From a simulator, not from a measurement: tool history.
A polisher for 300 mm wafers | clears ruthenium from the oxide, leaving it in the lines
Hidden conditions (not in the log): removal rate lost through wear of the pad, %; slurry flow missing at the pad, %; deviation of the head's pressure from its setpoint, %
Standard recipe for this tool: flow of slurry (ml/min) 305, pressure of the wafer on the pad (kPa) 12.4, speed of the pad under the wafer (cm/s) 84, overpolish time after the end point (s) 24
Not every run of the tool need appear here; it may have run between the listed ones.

run	hour	flow of slurry (ml/min)	pressure of the wafer on the pad (kPa)	speed of the pad under the wafer (cm/s)	overpolish time after the end point (s)	wafers since the last listed run	wafers polished on this pad	hours since the slurry nozzle was cleaned	hours since the head pressure was calibrated	incoming thickness of the incoming film, nm	time until the end point was called (s)
1	0	305	12.4	84	24	0	832	359	195.9	80	98.1
2	94.1	305	12.4	66	24	477	1310	453.1	290	79.5	124.1
# hour 160.3: slurry nozzle cleaned
3	164	305	12.4	84	24	349	1660	3.7	359.9	80.6	93.5
4	266.3	305	12.4	84	24	519	2179	106	462.2	80	99.1
# hour 320.5: head pressure recalibrated
5	337.2	305	12.4	84	24	349	2529	176.9	16.7	79.7	98
6	380.8	305	12.4	84	24	221	2750	220.5	60.3	80.8	97.5
# hour 417: worn pad replaced by a new one
7	418.6	305	12.4	78	24	171	7	258.3	98.1	80.3	104
8	484	305	12.4	84	24	332	339	323.7	163.5	78.4	95.6
9	543.9	305	12.4	84	24	304	644	383.6	223.4	78.9	97.9
10	650.4	305	12.4	84	24	540	1184	490.1	329.9	80.4	98.7
11	695.9	305	12.4	84	24	230	1415	535.6	375.4	78.7	93.5
# hour 742.7: slurry nozzle cleaned
12	769.6	305	12.4	84	24	369	1784	26.9	449.1	79.8	99.4
13	831.5	305	12.4	84	24	314	2099	88.8	511	80.6	98.9
# hour 880.7: worn pad replaced by a new one
# hour 887.9: head pressure recalibrated
14	1113.2	380	12.4	84	24	1399	1170	370.5	225.3	79.9	94.8
15	1170	380	12.4	84	24	288	1458	427.3	282.1	80.6	98.6
16	1211.5	230	12.4	84	20	210	1669	468.8	323.6	79.5	101.4
# hour 1238.9: slurry nozzle cleaned
17	1283	230	12.4	84	20	357	2027	44.1	395.1	80	98.8
18	1360	305	12.4	84	24	390	2418	121.1	472.1	79.9	95
# hour 1384.9: worn pad replaced by a new one
# hour 1498.2: head pressure recalibrated
19	1547.9	355	11	56	17	923	817	309	49.7	79.2	161.7
20	1608.3	305	12.4	84	37	306	1124	369.4	110.1	80.5	97.9
21	1692.2	305	12.4	68	24	425	1550	453.3	194	80.5	123.2
# hour 1705.1: slurry nozzle cleaned
22	1772	355	13.8	108	18	400	1950	66.9	273.8	80.4	66.6
23	1821.6	305	12.4	84	24	251	2201	116.5	323.4	81.9	102.8
24	1891.4	335	12.4	84	31	354	2556	186.3	393.2	80.3	100.3
# hour 1962.6: worn pad replaced by a new one
# hour 1980.1: head pressure recalibrated
25	2024	305	12.4	96	24	642	301	318.9	43.9	80.1	86.2
26	2094.1	305	9.7	70	17	355	657	389	114	79.7	144.8
27	2142	395	15.9	84	24	243	900	436.9	161.9	79.6	73.6
# hour 2179.6: slurry nozzle cleaned
28	2215.2	375	12.4	110	14	366	1267	35.6	235.1	79.6	74
29	2316.5	305	9.7	84	15	514	1781	136.9	336.4	80.2	125.3
30	2406.2	305	12.4	84	24	455	2236	226.6	426.1	81.5	97.7
31	2481.8	390	12.4	84	29	383	2620	302.2	501.7	79.8	94.2
32	2534.8	305	15.2	84	24	269	2889	355.2	554.7	79.8	79.6
# hour 2564.8: worn pad replaced by a new one
# hour 2606.3: head pressure recalibrated
33	2623.6	305	9	84	24	420	288	444	17.3	78.2	133.2
34	2712.9	335	12.4	84	31	453	741	533.3	106.6	81	99.7

Below are 4 alternative next runs, each starting from the tool's condition after run 34. Predict each:
A	2713.4	305	12.4	84	24	2	744	533.8	107.1	79.5	?
B	2713.4	335	12.4	84	32	2	744	533.8	107.1	79.5	?
C	2713.4	305	12.4	84	35	2	744	533.8	107.1	79.5	?
D	2713.4	305	12.4	56	18	2	744	533.8	107.1	79.5	?

run	time until the end point was called (s)
A	95.1
B	94.5
C	95.1
D	142.6
Take away the tool's hidden state, keep each run's random variation, and the runs would have read:
run	time until the end point was called (s)
A	95.1
B	94.5
C	95.1
D	142.6
